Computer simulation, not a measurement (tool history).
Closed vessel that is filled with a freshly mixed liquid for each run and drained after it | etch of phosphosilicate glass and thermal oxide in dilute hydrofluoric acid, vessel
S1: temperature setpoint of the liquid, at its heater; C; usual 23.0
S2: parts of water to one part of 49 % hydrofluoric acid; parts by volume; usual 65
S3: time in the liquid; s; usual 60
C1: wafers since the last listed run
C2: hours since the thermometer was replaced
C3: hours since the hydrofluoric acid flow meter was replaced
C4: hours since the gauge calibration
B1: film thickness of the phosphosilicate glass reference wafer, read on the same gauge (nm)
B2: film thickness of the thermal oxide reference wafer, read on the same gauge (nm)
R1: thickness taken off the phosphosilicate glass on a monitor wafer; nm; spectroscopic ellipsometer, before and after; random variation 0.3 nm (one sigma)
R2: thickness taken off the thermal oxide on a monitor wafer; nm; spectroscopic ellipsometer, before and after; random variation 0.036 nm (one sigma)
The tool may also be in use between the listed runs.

| run | hour | S1 | S2 | S3 | C1 | C2 | C3 | C4 | B1 | B2 | R1 | R2 |
|---|---|---|---|---|---|---|---|---|---|---|---|---|
| 1 | 0.0 | 23.0 | 65 | 60 | 0 | 1845.6 | 787.1 | 397.6 | 99.16 | 29.744 | 69.93 | 5.172 |
| 2 | 29.0 | 23.0 | 65 | 60 | 2474 | 1874.6 | 816.1 | 426.6 | 99.08 | 29.715 | 70.51 | 5.122 |
| 3 | 47.0 | 23.0 | 60 | 60 | 1535 | 1892.6 | 834.1 | 444.6 | 99.00 | 29.713 | 76.65 | 5.646 |
| 4 | 78.5 | 23.0 | 60 | 60 | 2687 | 1924.1 | 865.6 | 476.1 | 98.88 | 29.658 | 76.44 | 5.611 |
| 5 | 110.8 | 23.0 | 65 | 60 | 2756 | 1956.4 | 897.9 | 508.4 | 98.78 | 29.608 | 69.78 | 5.157 |
|  | 134.4 | thermometer replaced |
| 6 | 143.8 | 23.0 | 45 | 60 | 2730 | 9.4 | 930.9 | 541.4 | 98.63 | 29.603 | 103.37 | 7.664 |
| 7 | 167.5 | 23.0 | 65 | 60 | 2022 | 33.1 | 954.6 | 565.1 | 98.50 | 29.559 | 70.07 | 5.136 |
| 8 | 191.6 | 19.0 | 80 | 60 | 2056 | 57.2 | 978.7 | 589.2 | 98.45 | 29.515 | 47.03 | 3.463 |
|  | 218.9 | gauge calibrated |
| 9 | 219.3 | 25.0 | 65 | 40 | 2363 | 84.9 | 1006.4 | 0.4 | 100.02 | 29.997 | 51.32 | 3.759 |
| 10 | 249.9 | 23.0 | 75 | 85 | 2611 | 115.5 | 1037.0 | 31.0 | 99.99 | 30.018 | 86.58 | 6.350 |
|  | 274.7 | hydrofluoric acid flow meter replaced |
| 11 | 284.5 | 25.5 | 35 | 60 | 2866 | 150.1 | 9.8 | 65.6 | 100.00 | 29.991 | 151.52 | 11.252 |
| 12 | 313.0 | 27.5 | 90 | 80 | 2431 | 178.6 | 38.3 | 94.1 | 99.94 | 29.983 | 78.56 | 5.780 |
| 13 | 327.1 | 23.0 | 95 | 75 | 1203 | 192.7 | 52.4 | 108.2 | 99.93 | 29.985 | 57.79 | 4.279 |
| 14 | 362.5 | 23.0 | 65 | 75 | 3020 | 228.1 | 87.8 | 143.6 | 99.91 | 29.978 | 88.09 | 6.492 |
| 15 | 389.0 | 27.5 | 90 | 80 | 2261 | 254.6 | 114.3 | 170.1 | 99.92 | 29.989 | 78.62 | 5.817 |
| 16 | 404.4 | 19.5 | 40 | 30 | 1314 | 270.0 | 129.7 | 185.5 | 99.86 | 29.965 | 51.12 | 3.803 |
| 17 | 432.7 | 23.0 | 45 | 30 | 2414 | 298.3 | 158.0 | 213.8 | 99.82 | 29.959 | 52.00 | 3.867 |
| 18 | 452.5 | 27.0 | 45 | 60 | 1689 | 318.1 | 177.8 | 233.6 | 99.78 | 29.943 | 122.71 | 9.143 |
| 19 | 472.8 | 19.5 | 50 | 70 | 1732 | 338.4 | 198.1 | 253.9 | 99.78 | 29.926 | 94.95 | 6.986 |
| 20 | 494.9 | 20.0 | 75 | 40 | 1885 | 360.5 | 220.2 | 276.0 | 99.65 | 29.901 | 35.77 | 2.652 |
| 21 | 541.8 | 23.0 | 40 | 60 | 4001 | 407.4 | 267.1 | 322.9 | 99.57 | 29.887 | 118.51 | 8.724 |
| 22 | 569.5 | 19.5 | 50 | 70 | 2363 | 435.1 | 294.8 | 350.6 | 99.48 | 29.856 | 93.62 | 6.891 |
| 23 | 625.9 | 23.0 | 40 | 75 | 4812 | 491.5 | 351.2 | 407.0 | 99.39 | 29.799 | 148.23 | 10.821 |
| 24 | 643.2 | 19.5 | 65 | 60 | 1476 | 508.8 | 368.5 | 424.3 | 99.29 | 29.794 | 61.38 | 4.451 |
| 25 | 664.5 | 23.0 | 65 | 60 | 1817 | 530.1 | 389.8 | 445.6 | 99.18 | 29.751 | 70.84 | 5.196 |

4 ways to go on from here, each from the tool as it stands after run 25. What would each give?
| A | 665.2 | 23.0 | 85 | 60 | 59 | 530.8 | 390.5 | 446.3 | ? | ? | ? | ? |
| B | 665.2 | 23.0 | 50 | 60 | 59 | 530.8 | 390.5 | 446.3 | ? | ? | ? | ? |
| C | 665.2 | 26.5 | 65 | 60 | 59 | 530.8 | 390.5 | 446.3 | ? | ? | ? | ? |
| D | 665.2 | 26.0 | 65 | 95 | 59 | 530.8 | 390.5 | 446.3 | ? | ? | ? | ? |

| run | B1 | B2 | R1 | R2 |
|---|---|---|---|---|
| A | 99.23 | 29.737 | 52.34 | 3.911 |
| B | 99.23 | 29.737 | 93.00 | 6.950 |
| C | 99.23 | 29.737 | 80.84 | 6.041 |
| D | 99.23 | 29.737 | 125.46 | 9.376 |
Without the tool's hidden state the same runs would have given:
| run | R1 | R2 |
|---|---|---|
| A | 52.76 | 3.943 |
| B | 93.75 | 7.006 |
| C | 81.49 | 6.090 |
| D | 126.48 | 9.452 |
